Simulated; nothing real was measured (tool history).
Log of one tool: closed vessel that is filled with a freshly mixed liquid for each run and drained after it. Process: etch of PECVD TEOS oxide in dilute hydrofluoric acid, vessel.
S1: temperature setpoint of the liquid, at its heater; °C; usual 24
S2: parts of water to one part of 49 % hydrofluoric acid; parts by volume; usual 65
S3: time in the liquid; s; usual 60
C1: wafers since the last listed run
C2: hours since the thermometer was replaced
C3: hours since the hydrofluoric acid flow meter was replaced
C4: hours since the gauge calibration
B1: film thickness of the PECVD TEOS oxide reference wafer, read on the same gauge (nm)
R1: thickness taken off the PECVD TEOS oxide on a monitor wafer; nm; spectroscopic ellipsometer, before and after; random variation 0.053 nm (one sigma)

run 1 hour=0 | S1=24 S2=65 S3=60 | C1=0 C2=1715.2 C3=435.2 C4=254.4 | B1=70.02 | R1=11.25
run 2 hour=13.7 | S1=24 S2=65 S3=60 | C1=1800 C2=1728.9 C3=448.9 C4=268.1 | B1=70.02 | R1=11.18
run 3 hour=44.8 | S1=24 S2=65 S3=60 | C1=4087 C2=1760 C3=480 C4=299.2 | B1=69.98 | R1=11.24
run 4 hour=74.4 | S1=24 S2=65 S3=60 | C1=3890 C2=1789.6 C3=509.6 C4=328.8 | B1=69.98 | R1=11.1
run 5 hour=100.1 | S1=24 S2=65 S3=60 | C1=3378 C2=1815.3 C3=535.3 C4=354.5 | B1=70 | R1=11.09
run 6 hour=115.6 | S1=24 S2=65 S3=60 | C1=2037 C2=1830.8 C3=550.8 C4=370 | B1=70 | R1=11.15
run 7 hour=146.6 | S1=22.5 S2=65 S3=60 | C1=4074 C2=1861.8 C3=581.8 C4=401 | B1=70.02 | R1=10.5
run 8 hour=163 | S1=22.5 S2=65 S3=60 | C1=2155 C2=1878.2 C3=598.2 C4=417.4 | B1=70 | R1=10.42
run 9 hour=195.3 | S1=24 S2=85 S3=60 | C1=4245 C2=1910.5 C3=630.5 C4=449.7 | B1=69.98 | R1=8.28
run 10 hour=210.9 | S1=24 S2=85 S3=60 | C1=2050 C2=1926.1 C3=646.1 C4=465.3 | B1=70 | R1=8.26
run 11 hour=229 | S1=24 S2=65 S3=60 | C1=2379 C2=1944.2 C3=664.2 C4=483.4 | B1=70.01 | R1=11.04
run 12 hour=255.7 | S1=24 S2=85 S3=60 | C1=3509 C2=1970.9 C3=690.9 C4=510.1 | B1=70.03 | R1=8.26
run 13 hour=284.9 | S1=27 S2=65 S3=60 | C1=3838 C2=2000.1 C3=720.1 C4=539.3 | B1=69.97 | R1=12.38
-- hour=328.4 hydrofluoric acid flow meter replaced
run 14 hour=383.4 | S1=19.5 S2=65 S3=50 | C1=12815 C2=2098.6 C3=55 C4=637.8 | B1=70.02 | R1=7.59
run 15 hour=408.7 | S1=22 S2=45 S3=35 | C1=3325 C2=2123.9 C3=80.3 C4=663.1 | B1=70.01 | R1=8.74
run 16 hour=431.5 | S1=28.5 S2=35 S3=60 | C1=2996 C2=2146.7 C3=103.1 C4=685.9 | B1=69.98 | R1=25.7
run 17 hour=447.6 | S1=24 S2=65 S3=45 | C1=2116 C2=2162.8 C3=119.2 C4=702 | B1=70 | R1=8.2
-- hour=471.9 thermometer replaced
run 18 hour=479.5 | S1=26.5 S2=80 S3=30 | C1=4061 C2=7.6 C3=151.1 C4=733.9 | B1=69.98 | R1=5.2
run 19 hour=491.8 | S1=24 S2=65 S3=60 | C1=1616 C2=19.9 C3=163.4 C4=746.2 | B1=69.98 | R1=11.8
run 20 hour=518 | S1=22.5 S2=65 S3=60 | C1=3443 C2=46.1 C3=189.6 C4=772.4 | B1=69.99 | R1=11.14

The next listed run, before its measurement:
-- hour=534.5 gauge calibrated
run 21 hour=553.6 | S1=26 S2=40 S3=35 | C1=4679 C2=81.7 C3=225.2 C4=19.1 | B1=? | R1=?

{"run 21": {"B1": 69.98, "R1": 12.48}}
Without the tool's hidden state the same run would have given R1 12.56 nm.

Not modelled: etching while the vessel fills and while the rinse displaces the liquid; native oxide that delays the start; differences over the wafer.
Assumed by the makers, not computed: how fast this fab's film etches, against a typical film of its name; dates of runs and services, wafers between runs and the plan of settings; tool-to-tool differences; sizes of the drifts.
